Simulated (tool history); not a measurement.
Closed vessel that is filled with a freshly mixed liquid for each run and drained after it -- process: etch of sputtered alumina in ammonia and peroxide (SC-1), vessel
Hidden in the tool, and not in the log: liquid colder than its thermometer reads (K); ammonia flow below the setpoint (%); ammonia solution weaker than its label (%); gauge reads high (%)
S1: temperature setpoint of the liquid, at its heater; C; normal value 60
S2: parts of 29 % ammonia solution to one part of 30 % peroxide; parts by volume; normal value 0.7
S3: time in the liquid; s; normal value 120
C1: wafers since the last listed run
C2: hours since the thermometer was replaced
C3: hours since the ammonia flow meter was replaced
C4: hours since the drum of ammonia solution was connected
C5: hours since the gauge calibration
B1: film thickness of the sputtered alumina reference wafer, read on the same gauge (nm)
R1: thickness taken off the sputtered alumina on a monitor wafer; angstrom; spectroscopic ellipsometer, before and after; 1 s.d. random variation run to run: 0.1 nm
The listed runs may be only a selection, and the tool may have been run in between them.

Run 1, hour 0: usual settings but S2 0.45 parts by volume; C1 0; C2 2070.8; C3 1817.2; C4 95.9; C5 470.8; B1 40.01. Result: R1 176.9 angstrom.
Run 2, hour 13.8: usual settings but S1 62 C; C1 1500; C2 2084.6; C3 1831; C4 109.7; C5 484.6; B1 39.99. Result: R1 208.4 angstrom.
Run 3, hour 28: usual settings but S1 62 C; C1 1544; C2 2098.8; C3 1845.2; C4 123.9; C5 498.8; B1 39.99. Result: R1 207.7 angstrom.
Run 4, hour 43: usual settings; C1 1631; C2 2113.8; C3 1860.2; C4 138.9; C5 513.8; B1 40. Result: R1 186.4 angstrom.
At hour 57.5: gauge calibrated.
Run 5, hour 58.7: usual settings; C1 1707; C2 2129.5; C3 1875.9; C4 154.6; C5 1.2; B1 40.01. Result: R1 185.8 angstrom.
Run 6, hour 67.9: usual settings; C1 1000; C2 2138.7; C3 1885.1; C4 163.8; C5 10.4; B1 39.99. Result: R1 187.6 angstrom.
Run 7, hour 82.5: usual settings; C1 1587; C2 2153.3; C3 1899.7; C4 178.4; C5 25; B1 40.03. Result: R1 185.7 angstrom.
Run 8, hour 94.6: usual settings; C1 1315; C2 2165.4; C3 1911.8; C4 190.5; C5 37.1; B1 40.04. Result: R1 186.3 angstrom.
Run 9, hour 104.5: usual settings but S2 0.5 parts by volume; C1 1076; C2 2175.3; C3 1921.7; C4 200.4; C5 47; B1 40.01. Result: R1 179 angstrom.
Run 10, hour 147.7: usual settings; C1 4697; C2 2218.5; C3 1964.9; C4 243.6; C5 90.2; B1 39.99. Result: R1 186.5 angstrom.
At hour 150.9: new drum of ammonia solution connected.
Run 11, hour 161.3: usual settings but S1 69 C; C1 1370; C2 2232.1; C3 1978.5; C4 10.4; C5 103.8; B1 40. Result: R1 292.4 angstrom.
Run 12, hour 173.2: usual settings; C1 1294; C2 2244; C3 1990.4; C4 22.3; C5 115.7; B1 40. Result: R1 185.2 angstrom.
Run 13, hour 181.1: usual settings but S3 75 s; C1 859; C2 2251.9; C3 1998.3; C4 30.2; C5 123.6; B1 40. Result: R1 115.8 angstrom.
At hour 184.1: thermometer replaced.
Run 14, hour 199: usual settings but S1 50.5 C, S2 1.05 parts by volume, S3 185 s; C1 1837; C2 14.9; C3 2016.2; C4 48.1; C5 141.5; B1 39.98. Result: R1 162.2 angstrom.
Run 15, hour 214.2: usual settings but S1 55.5 C; C1 1652; C2 30.1; C3 2031.4; C4 63.3; C5 156.7; B1 39.99. Result: R1 133.2 angstrom.
At hour 222.4: ammonia flow meter replaced.
Run 16, hour 226.2: usual settings but S2 1 parts by volume, S3 145 s; C1 1196; C2 42.1; C3 3.8; C4 75.3; C5 168.7; B1 40. Result: R1 212.7 angstrom.
Run 17, hour 237.8: usual settings but S1 69 C, S2 0.35 parts by volume, S3 160 s; C1 1261; C2 53.7; C3 15.4; C4 86.9; C5 180.3; B1 39.98. Result: R1 337.2 angstrom.
At hour 251.2: thermometer replaced, repeated, since the last time left the tool worse.
Run 18, hour 252.9: usual settings but S2 0.85 parts by volume; C1 1533; C2 1.7; C3 30.5; C4 102; C5 195.4; B1 40.01. Result: R1 204 angstrom.
Run 19, hour 284.4: usual settings; C1 3425; C2 33.2; C3 62; C4 133.5; C5 226.9; B1 39.99. Result: R1 200.6 angstrom.
Run 20, hour 293.6: usual settings but S1 51.5 C, S2 0.8 parts by volume, S3 175 s; C1 1000; C2 42.4; C3 71.2; C4 142.7; C5 236.1; B1 40. Result: R1 188.4 angstrom.
Run 21, hour 306.4: usual settings but S1 55 C, S2 0.55 parts by volume, S3 180 s; C1 1391; C2 55.2; C3 84; C4 155.5; C5 248.9; B1 40. Result: R1 226.1 angstrom.
Run 22, hour 321: usual settings but S1 65.5 C, S3 100 s; C1 1587; C2 69.8; C3 98.6; C4 170.1; C5 263.5; B1 40.02. Result: R1 218.9 angstrom.
Run 23, hour 328.4: usual settings but S3 85 s; C1 804; C2 77.2; C3 106; C4 177.5; C5 270.9; B1 40.01. Result: R1 139.9 angstrom.
Run 24, hour 338.3: usual settings but S1 63 C, S2 0.85 parts by volume, S3 90 s; C1 1076; C2 87.1; C3 115.9; C4 187.4; C5 280.8; B1 40. Result: R1 178.6 angstrom.
Run 25, hour 352.6: usual settings; C1 1555; C2 101.4; C3 130.2; C4 201.7; C5 295.1; B1 40.02. Result: R1 199.4 angstrom.
Run 26, hour 367.3: usual settings; C1 1598; C2 116.1; C3 144.9; C4 216.4; C5 309.8; B1 40.01. Result: R1 199.7 angstrom.
Run 27, hour 384.1: usual settings but S1 66.5 C, S2 0.6 parts by volume; C1 1826; C2 132.9; C3 161.7; C4 233.2; C5 326.6; B1 39.95. Result: R1 274.6 angstrom.

Results for each run, recomputed without the tool's hidden state and with each run's random variation untouched:
run     R1
  1  190.9
  2  224.9
  3  224.2
  4  201.5
  5    201
  6    203
  7  201.1
  8  201.8
  9  193.9
 10  202.4
 11  315.8
 12  201.2
 13  125.9
 14  193.9
 15  158.4
 16  251.6
 17    395
 18  205.8
 19  202.7
 20  190.4
 21  228.6
 22  221.3
 23  141.6
 24  180.7
 25  201.8
 26  202.3
 27  278.1

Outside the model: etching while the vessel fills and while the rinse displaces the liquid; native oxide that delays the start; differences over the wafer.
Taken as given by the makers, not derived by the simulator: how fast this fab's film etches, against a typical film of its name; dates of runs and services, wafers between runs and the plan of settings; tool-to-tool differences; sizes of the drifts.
